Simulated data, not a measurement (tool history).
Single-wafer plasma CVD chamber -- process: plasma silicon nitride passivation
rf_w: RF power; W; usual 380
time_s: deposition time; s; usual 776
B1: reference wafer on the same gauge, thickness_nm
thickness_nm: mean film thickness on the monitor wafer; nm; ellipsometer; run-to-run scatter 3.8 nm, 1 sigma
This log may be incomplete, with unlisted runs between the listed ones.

Run 1, hour 0: usual settings; B1 1201.118. Result: thickness_nm 1046.237 nm.
Run 2, hour 54.4: usual settings; B1 1200.397. Result: thickness_nm 1047.637 nm.
Run 3, hour 85.7: usual settings; B1 1200.533. Result: thickness_nm 1044.024 nm.
Run 4, hour 128.9: usual settings; B1 1200.197. Result: thickness_nm 1046.628 nm.
Run 5, hour 191: usual settings; B1 1201.64. Result: thickness_nm 1041.943 nm.
Run 6, hour 243: usual settings but rf_w 340 W; B1 1199.593. Result: thickness_nm 1005.722 nm.
Run 7, hour 284.4: usual settings but rf_w 340 W; B1 1199.037. Result: thickness_nm 1008.413 nm.
Run 8, hour 350.6: usual settings but rf_w 340 W; B1 1200.213. Result: thickness_nm 1011.378 nm.
Run 9, hour 396.3: usual settings; B1 1200.849. Result: thickness_nm 1038.771 nm.
Run 10, hour 434.6: usual settings; B1 1199.722. Result: thickness_nm 1042.304 nm.
Run 11, hour 487.9: usual settings; B1 1200.696. Result: thickness_nm 1037.973 nm.
Run 12, hour 552.1: usual settings; B1 1201.749. Result: thickness_nm 1043.603 nm.
Run 13, hour 734.7: usual settings; B1 1198.408. Result: thickness_nm 1040.689 nm.
At hour 796.7: RF generator calibrated.
Run 14, hour 797.2: usual settings but time_s 835 s; B1 1201.28. Result: thickness_nm 1157.213 nm.
Run 15, hour 828: usual settings but rf_w 310 W, time_s 733 s; B1 1199.249. Result: thickness_nm 948.564 nm.
At hour 855.6: showerhead replaced, of another model than before.
Run 16, hour 878.6: usual settings but rf_w 325 W, time_s 852 s; B1 1198.914. Result: thickness_nm 1136.074 nm.
Run 17, hour 922.9: usual settings but rf_w 345 W, time_s 871 s; B1 1199.821. Result: thickness_nm 1176.215 nm.
At hour 952.8: gauge calibrated.
Run 18, hour 969.3: usual settings but rf_w 325 W; B1 1199.549. Result: thickness_nm 1031.654 nm.
Run 19, hour 1034.2: usual settings but rf_w 330 W, time_s 848 s; B1 1199.304. Result: thickness_nm 1135.491 nm.
Run 20, hour 1071.1: usual settings but rf_w 430 W, time_s 847 s; B1 1197.993. Result: thickness_nm 1187.428 nm.
Run 21, hour 1135: usual settings but rf_w 415 W, time_s 640 s; B1 1200.966. Result: thickness_nm 888.69 nm.
Run 22, hour 1183.8: usual settings; B1 1201.058. Result: thickness_nm 1057.198 nm.
Run 23, hour 1225: usual settings but rf_w 325 W, time_s 733 s; B1 1199.579. Result: thickness_nm 971.626 nm.
Run 24, hour 1266.8: usual settings but rf_w 315 W, time_s 650 s; B1 1200.488. Result: thickness_nm 859.762 nm.
Run 25, hour 1336.1: usual settings; B1 1199.749. Result: thickness_nm 1060.73 nm.
Run 26, hour 1362.8: usual settings; B1 1199.767. Result: thickness_nm 1053.647 nm.
Run 27, hour 1421.1: usual settings but rf_w 435 W, time_s 820 s; B1 1199.433. Result: thickness_nm 1151.838 nm.
Run 28, hour 1463.6: usual settings but time_s 859 s; B1 1198.98. Result: thickness_nm 1174.219 nm.
Run 29, hour 1504.8: usual settings but rf_w 450 W, time_s 736 s; B1 1201.106. Result: thickness_nm 1035.542 nm.

Here are 4 independent what-if runs from the current tool condition. What would each one return?
Run A, hour 1505.4: usual settings but rf_w 415 W; B1 ?. Result: thickness_nm ?.
Run B, hour 1505.4: usual settings but rf_w 340 W, time_s 645 s; B1 ?. Result: thickness_nm ?.
Run C, hour 1505.4: usual settings but rf_w 455 W, time_s 888 s; B1 ?. Result: thickness_nm ?.
Run D, hour 1505.4: usual settings but rf_w 330 W, time_s 681 s; B1 ?. Result: thickness_nm ?.

run       B1  thickness_nm
  A  1199.69      1074.303
  B  1199.69       860.551
  C  1199.69      1251.676
  D  1199.69       903.789
With no hidden state in the tool, these same runs would have given:
run  thickness_nm
  A      1085.829
  B       869.784
  C      1265.105
  D       913.486
